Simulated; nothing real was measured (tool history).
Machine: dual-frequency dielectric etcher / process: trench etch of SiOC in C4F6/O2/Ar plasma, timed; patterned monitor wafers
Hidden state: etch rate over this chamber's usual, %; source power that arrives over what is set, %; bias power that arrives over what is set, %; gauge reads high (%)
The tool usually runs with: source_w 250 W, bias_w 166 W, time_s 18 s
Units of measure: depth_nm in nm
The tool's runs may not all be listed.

| run | day | source_w | bias_w | time_s | wafers since the last listed run | hours since the last wet clean | hours since the last source power generator calibration | hours since the last bias power generator calibration | hours since the last upper electrode change | hours since the gauge calibration | read-back reference wafer on the same gauge, depth_nm | depth_nm |
|---|---|---|---|---|---|---|---|---|---|---|---|---|
| 1 | 0 | 250 | 166 | 14.5 | 0 | 455.2 | 1197.6 | 859.6 | 3941.2 | 1509.4 | 31.45 | 25.17 |
| 2 | 4.375 | 250 | 166 | 14.5 | 1825 | 560.2 | 1302.6 | 964.6 | 4046.2 | 1614.4 | 31.42 | 24.98 |
| 3 | 5.996 | 250 | 166 | 14.5 | 676 | 599.1 | 1341.5 | 1003.5 | 4085.1 | 1653.3 | 31.44 | 25.12 |
| 4 | 8.125 | 300 | 166 | 20 | 888 | 650.2 | 1392.6 | 1054.6 | 4136.2 | 1704.4 | 31.46 | 38.88 |
|  | 9.471 | wet clean of the chamber |
| 5 | 12.367 | 300 | 166 | 20 | 1352 | 69.5 | 1494.4 | 1156.4 | 4238 | 1806.2 | 31.45 | 37.45 |
| 6 | 16.292 | 250 | 166 | 14 | 1637 | 163.7 | 1588.6 | 1250.6 | 4332.2 | 1900.4 | 31.47 | 23.65 |
| 7 | 20.746 | 250 | 166 | 14 | 1858 | 270.6 | 1695.5 | 1357.5 | 4439.1 | 2007.3 | 31.33 | 23.89 |
| 8 | 24.862 | 250 | 194 | 21.5 | 1717 | 369.4 | 1794.3 | 1456.3 | 4537.9 | 2106.1 | 31.34 | 38.85 |
| 9 | 28.35 | 250 | 194 | 21.5 | 1454 | 453.1 | 1878 | 1540 | 4621.6 | 2189.8 | 31.38 | 39 |
| 10 | 33.038 | 250 | 194 | 21.5 | 1955 | 565.6 | 1990.5 | 1652.5 | 4734.1 | 2302.3 | 31.42 | 39.31 |
|  | 35.308 | wet clean of the chamber |
| 11 | 35.329 | 250 | 166 | 18 | 538 | 0.5 | 2045.5 | 1707.5 | 4789.1 | 2357.3 | 31.43 | 30.24 |
|  | 44.125 | gauge calibrated |
|  | 45.767 | bias power generator calibrated |
| 12 | 45.788 | 250 | 166 | 18 | 4293 | 251.5 | 2296.5 | 0.5 | 5040.1 | 39.9 | 31.38 | 30.87 |
| 13 | 49.488 | 250 | 166 | 22.5 | 1543 | 340.3 | 2385.3 | 89.3 | 5128.9 | 128.7 | 31.42 | 38.82 |
|  | 50.758 | upper electrode replaced |
| 14 | 53.546 | 250 | 166 | 18 | 1275 | 437.7 | 2482.7 | 186.7 | 66.9 | 226.1 | 31.39 | 31.24 |
| 15 | 57.171 | 250 | 166 | 14.5 | 1512 | 524.7 | 2569.7 | 273.7 | 153.9 | 313.1 | 31.34 | 25.43 |
| 16 | 60.8 | 220 | 139 | 21.5 | 1514 | 611.8 | 2656.8 | 360.8 | 241 | 400.2 | 31.41 | 33.57 |
|  | 63.125 | wet clean of the chamber |
| 17 | 63.146 | 250 | 142 | 16.5 | 561 | 0.5 | 2713.1 | 417.1 | 297.3 | 456.5 | 31.37 | 26.52 |
| 18 | 66.654 | 220 | 188 | 20 | 1463 | 84.7 | 2797.3 | 501.3 | 381.5 | 540.7 | 31.38 | 32.09 |
| 19 | 70.883 | 280 | 136 | 23.5 | 1764 | 186.2 | 2898.8 | 602.8 | 483 | 642.2 | 31.37 | 40.91 |
|  | 74.15 | source power generator calibrated |
| 20 | 74.171 | 250 | 166 | 18 | 1301 | 265.1 | 0.5 | 681.7 | 561.9 | 721.1 | 31.33 | 29.68 |
| 21 | 77.75 | 250 | 166 | 18 | 1493 | 351 | 86.4 | 767.6 | 647.8 | 807 | 31.43 | 30.28 |
| 22 | 80.175 | 200 | 166 | 13 | 1011 | 409.2 | 144.6 | 825.8 | 706 | 865.2 | 31.41 | 19.07 |
| 23 | 82.121 | 290 | 138 | 21 | 811 | 455.9 | 191.3 | 872.5 | 752.7 | 911.9 | 31.44 | 37.41 |
| 24 | 85.504 | 250 | 201 | 14.5 | 1411 | 537.1 | 272.5 | 953.7 | 833.9 | 993.1 | 31.39 | 26.29 |
|  | 87.238 | wet clean of the chamber |
| 25 | 87.75 | 250 | 166 | 18 | 519 | 12.3 | 326.4 | 1007.6 | 887.8 | 1047 | 31.45 | 29.72 |
| 26 | 90.292 | 250 | 166 | 18 | 1060 | 73.3 | 387.4 | 1068.6 | 948.8 | 1108 | 31.44 | 30.02 |
| 27 | 92.017 | 300 | 166 | 23.5 | 719 | 114.7 | 428.8 | 1110 | 990.2 | 1149.4 | 31.33 | 43.49 |
| 28 | 95.142 | 210 | 166 | 14.5 | 1303 | 189.7 | 503.8 | 1185 | 1065.2 | 1224.4 | 31.47 | 21.69 |
| 29 | 98.758 | 250 | 136 | 18 | 1508 | 276.5 | 590.6 | 1271.8 | 1152 | 1311.2 | 31.38 | 28.76 |

4 ways to go on from here, each from the tool as it stands after run 29. What would each give?
| A | 98.775 | 250 | 166 | 18 | 6 | 276.9 | 591 | 1272.2 | 1152.4 | 1311.6 | ? | ? |
| B | 98.775 | 250 | 155 | 18 | 6 | 276.9 | 591 | 1272.2 | 1152.4 | 1311.6 | ? | ? |
| C | 98.775 | 250 | 153 | 18 | 6 | 276.9 | 591 | 1272.2 | 1152.4 | 1311.6 | ? | ? |
| D | 98.775 | 200 | 127 | 18 | 6 | 276.9 | 591 | 1272.2 | 1152.4 | 1311.6 | ? | ? |

| run | read-back reference wafer on the same gauge, depth_nm | depth_nm |
|---|---|---|
| A | 31.39 | 30.52 |
| B | 31.39 | 29.97 |
| C | 31.39 | 29.87 |
| D | 31.39 | 24.62 |
The same runs, with their run-to-run variation unchanged, on a tool lacking any hidden condition would have given:
| run | depth_nm |
|---|---|
| A | 29.53 |
| B | 29 |
| C | 28.9 |
| D | 23.82 |
